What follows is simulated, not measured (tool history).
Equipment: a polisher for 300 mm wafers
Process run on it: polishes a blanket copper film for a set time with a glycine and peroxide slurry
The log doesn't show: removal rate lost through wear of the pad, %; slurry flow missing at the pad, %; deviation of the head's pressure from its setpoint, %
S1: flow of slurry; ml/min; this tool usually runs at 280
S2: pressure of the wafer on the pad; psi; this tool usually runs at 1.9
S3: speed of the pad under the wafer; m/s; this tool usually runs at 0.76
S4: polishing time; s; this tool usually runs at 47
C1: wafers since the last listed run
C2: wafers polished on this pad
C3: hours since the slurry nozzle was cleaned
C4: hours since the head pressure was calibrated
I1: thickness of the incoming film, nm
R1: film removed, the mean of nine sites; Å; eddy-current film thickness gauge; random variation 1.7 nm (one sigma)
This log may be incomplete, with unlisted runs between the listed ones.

| run | hour | S1 | S2 | S3 | S4 | C1 | C2 | C3 | C4 | I1 | R1 |
|---|---|---|---|---|---|---|---|---|---|---|---|
| 1 | 0 | 280 | 2.1 | 0.76 | 47 | 0 | 1922 | 797.1 | 532.1 | 2225.8 | 1746 |
| 2 | 84.5 | 280 | 1.9 | 0.76 | 51 | 816 | 2738 | 881.6 | 616.6 | 2172.1 | 1751 |
| 3 | 130.3 | 280 | 1.9 | 0.76 | 51 | 442 | 3181 | 927.4 | 662.4 | 2185.7 | 1725 |
|  | 142.9 | slurry nozzle cleaned |
|  | 331.5 | worn pad replaced by a new one |
| 4 | 399.2 | 280 | 1.9 | 0.76 | 51 | 2550 | 654 | 256.3 | 931.3 | 2185.4 | 1817 |
|  | 459.1 | head pressure recalibrated |
| 5 | 476.3 | 350 | 1.9 | 0.76 | 47 | 725 | 1380 | 333.4 | 17.2 | 2166.2 | 1700 |
| 6 | 573.5 | 350 | 1.9 | 0.76 | 47 | 939 | 2319 | 430.6 | 114.4 | 2170.5 | 1712 |
| 7 | 625.3 | 350 | 1.9 | 0.76 | 47 | 500 | 2820 | 482.4 | 166.2 | 2183.6 | 1721 |
| 8 | 691.5 | 280 | 1.9 | 0.76 | 37 | 639 | 3459 | 548.6 | 232.4 | 2185.9 | 1332 |
| 9 | 733.9 | 280 | 1.9 | 0.6 | 47 | 409 | 3869 | 591 | 274.8 | 2180.8 | 1489 |
| 10 | 821.4 | 280 | 1.9 | 0.6 | 47 | 845 | 4715 | 678.5 | 362.3 | 2186.2 | 1481 |
|  | 825.5 | worn pad replaced by a new one |
|  | 1093.1 | slurry nozzle cleaned |
| 11 | 1102.9 | 280 | 1.9 | 0.6 | 47 | 2672 | 2671 | 9.8 | 643.8 | 2168 | 1522 |
| 12 | 1147.3 | 280 | 1.5 | 0.76 | 47 | 429 | 3100 | 54.2 | 688.2 | 2185.6 | 1445 |
| 13 | 1255 | 280 | 1.5 | 0.76 | 47 | 1040 | 4141 | 161.9 | 795.9 | 2215.7 | 1424 |
| 14 | 1311.6 | 280 | 1.7 | 0.76 | 47 | 546 | 4688 | 218.5 | 852.5 | 2171.7 | 1588 |
|  | 1344 | worn pad replaced by a new one |
| 15 | 1414.9 | 320 | 2.5 | 0.76 | 60 | 959 | 685 | 321.8 | 955.8 | 2186 | 2706 |
| 16 | 1493.2 | 225 | 2.3 | 0.66 | 56 | 756 | 1442 | 400.1 | 1034.1 | 2188.7 | 2127 |
| 17 | 1530.1 | 280 | 1.9 | 0.76 | 47 | 356 | 1798 | 437 | 1071 | 2183.1 | 1699 |
| 18 | 1631.8 | 210 | 1.6 | 0.76 | 47 | 982 | 2781 | 538.7 | 1172.7 | 2212.2 | 1450 |
| 19 | 1704.3 | 230 | 2.6 | 0.68 | 58 | 700 | 3482 | 611.2 | 1245.2 | 2194.2 | 2397 |
|  | 1756.7 | head pressure recalibrated |
| 20 | 1760.4 | 280 | 1.3 | 0.94 | 47 | 522 | 4005 | 667.3 | 3.7 | 2174.9 | 1432 |
|  | 1765.7 | worn pad replaced by a new one |
| 21 | 1861.6 | 280 | 1.9 | 0.6 | 34 | 939 | 926 | 768.5 | 104.9 | 2160.3 | 1083 |
|  | 1899.1 | slurry nozzle cleaned |
| 22 | 1947 | 315 | 1.5 | 0.94 | 55 | 815 | 1742 | 47.9 | 190.3 | 2183.9 | 1864 |
| 23 | 2030.4 | 280 | 1.9 | 0.62 | 47 | 805 | 2548 | 131.3 | 273.7 | 2225.8 | 1527 |
| 24 | 2097.6 | 280 | 1.9 | 0.76 | 47 | 649 | 3197 | 198.5 | 340.9 | 2186.1 | 1690 |
| 25 | 2197.6 | 280 | 1.9 | 0.76 | 47 | 966 | 4164 | 298.5 | 440.9 | 2159.9 | 1684 |
|  | 2257.9 | worn pad replaced by a new one |
| 26 | 2291.2 | 280 | 1.9 | 0.76 | 47 | 865 | 321 | 392.1 | 534.5 | 2197.1 | 1683 |
| 27 | 2333.7 | 355 | 1.3 | 0.76 | 52 | 410 | 732 | 434.6 | 577 | 2210.1 | 1485 |
| 28 | 2428.8 | 280 | 2.1 | 0.76 | 47 | 919 | 1651 | 529.7 | 672.1 | 2163.2 | 1800 |

Give the tool's hidden conditions for every run:
removal rate lost through wear of the pad, %: 0 on each run
deviation of the head's pressure from its setpoint, %: 0 on each run
H1: slurry flow missing at the pad, %
| run | H1 |
|---|---|
| 1 | 38.3 |
| 2 | 45.9 |
| 3 | 50.4 |
| 4 | 4.59 |
| 5 | 7.04 |
| 6 | 11.1 |
| 7 | 13.6 |
| 8 | 17.3 |
| 9 | 19.9 |
| 10 | 25.9 |
| 11 | 0.494 |
| 12 | 0.647 |
| 13 | 1.9 |
| 14 | 3.07 |
| 15 | 6.08 |
| 16 | 9.14 |
| 17 | 10.8 |
| 18 | 16.2 |
| 19 | 20.7 |
| 20 | 24.5 |
| 21 | 32.4 |
| 22 | 3.27 |
| 23 | 4.08 |
| 24 | 5.27 |
| 25 | 7.96 |
| 26 | 11.4 |
| 27 | 13.3 |
| 28 | 18.3 |

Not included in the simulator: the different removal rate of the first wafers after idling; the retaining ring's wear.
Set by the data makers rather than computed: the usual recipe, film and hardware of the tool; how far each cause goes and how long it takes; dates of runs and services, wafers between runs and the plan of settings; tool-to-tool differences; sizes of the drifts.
